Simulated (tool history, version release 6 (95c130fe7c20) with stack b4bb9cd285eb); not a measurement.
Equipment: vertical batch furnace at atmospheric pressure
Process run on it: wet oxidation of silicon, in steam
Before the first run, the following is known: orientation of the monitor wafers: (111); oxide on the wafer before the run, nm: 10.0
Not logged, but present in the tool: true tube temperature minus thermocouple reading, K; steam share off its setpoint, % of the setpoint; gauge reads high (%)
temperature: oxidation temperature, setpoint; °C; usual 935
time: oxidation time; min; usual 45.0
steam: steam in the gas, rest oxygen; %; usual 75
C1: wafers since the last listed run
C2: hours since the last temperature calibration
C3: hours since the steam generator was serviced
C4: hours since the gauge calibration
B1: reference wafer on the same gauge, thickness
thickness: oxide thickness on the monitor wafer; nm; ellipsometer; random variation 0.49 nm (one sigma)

Run 1, hour 0.0: usual settings; C1 0; C2 1259.1; C3 3428.7; C4 136.9; B1 212.95. Result: thickness 192.62 nm.
Run 2, hour 15.6: usual settings; C1 153; C2 1274.7; C3 3444.3; C4 152.5; B1 213.17. Result: thickness 192.78 nm.
Run 3, hour 31.5: usual settings; C1 156; C2 1290.6; C3 3460.2; C4 168.4; B1 213.07. Result: thickness 193.13 nm.
Run 4, hour 45.7: usual settings; C1 139; C2 1304.8; C3 3474.4; C4 182.6; B1 212.95. Result: thickness 192.12 nm.
Run 5, hour 56.1: usual settings; C1 102; C2 1315.2; C3 3484.8; C4 193.0; B1 212.99. Result: thickness 193.86 nm.
Run 6, hour 66.5: usual settings but time 32.0 min; C1 102; C2 1325.6; C3 3495.2; C4 203.4; B1 213.09. Result: thickness 149.87 nm.
Run 7, hour 80.8: usual settings but time 32.0 min; C1 140; C2 1339.9; C3 3509.5; C4 217.7; B1 212.85. Result: thickness 149.96 nm.
Run 8, hour 95.3: usual settings; C1 142; C2 1354.4; C3 3524.0; C4 232.2; B1 212.92. Result: thickness 193.75 nm.
Run 9, hour 107.7: usual settings; C1 122; C2 1366.8; C3 3536.4; C4 244.6; B1 213.12. Result: thickness 193.37 nm.
Run 10, hour 144.5: usual settings; C1 362; C2 1403.6; C3 3573.2; C4 281.4; B1 213.36. Result: thickness 194.14 nm.
Run 11, hour 157.5: usual settings; C1 128; C2 1416.6; C3 3586.2; C4 294.4; B1 213.06. Result: thickness 194.49 nm.
Run 12, hour 188.0: usual settings but time 35.5 min; C1 300; C2 1447.1; C3 3616.7; C4 324.9; B1 212.90. Result: thickness 162.15 nm.
Run 13, hour 197.6: usual settings but time 35.5 min; C1 94; C2 1456.7; C3 3626.3; C4 334.5; B1 212.74. Result: thickness 162.44 nm.
Run 14, hour 215.1: usual settings; C1 172; C2 1474.2; C3 3643.8; C4 352.0; B1 213.05. Result: thickness 194.31 nm.
Run 15, hour 227.2: usual settings but temperature 954 °C, steam 81 %; C1 119; C2 1486.3; C3 3655.9; C4 364.1; B1 213.05. Result: thickness 242.51 nm.
Run 16, hour 240.2: usual settings; C1 128; C2 1499.3; C3 3668.9; C4 377.1; B1 213.17. Result: thickness 195.43 nm.
At hour 273.9: thermocouples replaced and temperature profile calibrated.
Run 17, hour 274.4: usual settings; C1 100; C2 0.5; C3 3703.1; C4 411.3; B1 212.98. Result: thickness 186.65 nm.
Run 18, hour 279.1: usual settings but temperature 941 °C; C1 46; C2 5.2; C3 3707.8; C4 416.0; B1 212.84. Result: thickness 197.28 nm.
Run 19, hour 283.8: usual settings; C1 46; C2 9.9; C3 3712.5; C4 420.7; B1 213.36. Result: thickness 188.09 nm.
Run 20, hour 289.8: usual settings but steam 68 %; C1 59; C2 15.9; C3 3718.5; C4 426.7; B1 212.90. Result: thickness 173.99 nm.
At hour 291.7: gauge calibrated.
Run 21, hour 308.2: usual settings but temperature 919 °C, time 31.5 min, steam 79 %; C1 181; C2 34.3; C3 3736.9; C4 16.5; B1 213.02. Result: thickness 126.75 nm.
Run 22, hour 322.6: usual settings but temperature 915 °C, steam 71 %; C1 141; C2 48.7; C3 3751.3; C4 30.9; B1 212.91. Result: thickness 148.86 nm.
Run 23, hour 356.5: usual settings but time 31.5 min; C1 334; C2 82.6; C3 3785.2; C4 64.8; B1 213.12. Result: thickness 142.03 nm.
Run 24, hour 375.4: usual settings but time 53.0 min, steam 66 %; C1 186; C2 101.5; C3 3804.1; C4 83.7; B1 213.12. Result: thickness 192.54 nm.
At hour 413.1: steam generator serviced.
Run 25, hour 413.6: usual settings; C1 139; C2 139.7; C3 0.5; C4 121.9; B1 212.84. Result: thickness 200.29 nm.
Run 26, hour 418.3: usual settings but temperature 917 °C, time 53.0 min, steam 68 %; C1 46; C2 144.4; C3 5.2; C4 126.6; B1 212.89. Result: thickness 178.58 nm.
Run 27, hour 423.0: usual settings; C1 46; C2 149.1; C3 9.9; C4 131.3; B1 212.96. Result: thickness 199.49 nm.
Run 28, hour 427.7: usual settings but temperature 912 °C, time 61.0 min, steam 68 %; C1 46; C2 153.8; C3 14.6; C4 136.0; B1 212.85. Result: thickness 189.41 nm.
Run 29, hour 441.5: usual settings but steam 83 %; C1 136; C2 167.6; C3 28.4; C4 149.8; B1 213.00. Result: thickness 214.94 nm.
Run 30, hour 458.7: usual settings but steam 68 %; C1 169; C2 184.8; C3 45.6; C4 167.0; B1 213.11. Result: thickness 185.68 nm.
Run 31, hour 475.8: usual settings; C1 168; C2 201.9; C3 62.7; C4 184.1; B1 213.07. Result: thickness 198.90 nm.
Run 32, hour 492.4: usual settings but steam 86 %; C1 163; C2 218.5; C3 79.3; C4 200.7; B1 213.35. Result: thickness 220.41 nm.
Run 33, hour 500.6: usual settings but temperature 945 °C, steam 66 %; C1 80; C2 226.7; C3 87.5; C4 208.9; B1 213.08. Result: thickness 197.51 nm.
Run 34, hour 517.7: usual settings but temperature 916 °C, time 37.0 min, steam 69 %; C1 168; C2 243.8; C3 104.6; C4 226.0; B1 213.02. Result: thickness 134.37 nm.
Run 35, hour 532.5: usual settings but time 24.0 min; C1 145; C2 258.6; C3 119.4; C4 240.8; B1 212.99. Result: thickness 122.69 nm.
Run 36, hour 546.5: usual settings but temperature 928 °C; C1 137; C2 272.6; C3 133.4; C4 254.8; B1 213.15. Result: thickness 187.14 nm.
Run 37, hour 562.5: usual settings; C1 157; C2 288.6; C3 149.4; C4 270.8; B1 212.96. Result: thickness 198.46 nm.

Alternative continuations, all from the tool just after run 37; predict every row:
Run A, hour 567.3: usual settings but time 62.0 min; C1 47; C2 293.4; C3 154.2; C4 275.6; B1 ?. Result: thickness ?.
Run B, hour 567.3: usual settings but time 58.5 min; C1 47; C2 293.4; C3 154.2; C4 275.6; B1 ?. Result: thickness ?.
Run C, hour 567.3: usual settings but temperature 913 °C, time 36.0 min, steam 82 %; C1 47; C2 293.4; C3 154.2; C4 275.6; B1 ?. Result: thickness ?.
Run D, hour 567.3: usual settings but temperature 946 °C, time 24.5 min; C1 47; C2 293.4; C3 154.2; C4 275.6; B1 ?. Result: thickness ?.
Run E, hour 567.3: usual settings but temperature 959 °C, time 37.0 min, steam 80 %; C1 47; C2 293.4; C3 154.2; C4 275.6; B1 ?. Result: thickness ?.

run      B1  thickness
  A  212.96     250.67
  B  212.96     240.30
  C  212.96     145.34
  D  212.96     138.17
  E  212.96     220.79
Stripped of hidden state, with their random variation kept, the same runs would have yielded:
run  thickness
  A     253.05
  B     242.59
  C     146.77
  D     139.51
  E     222.83
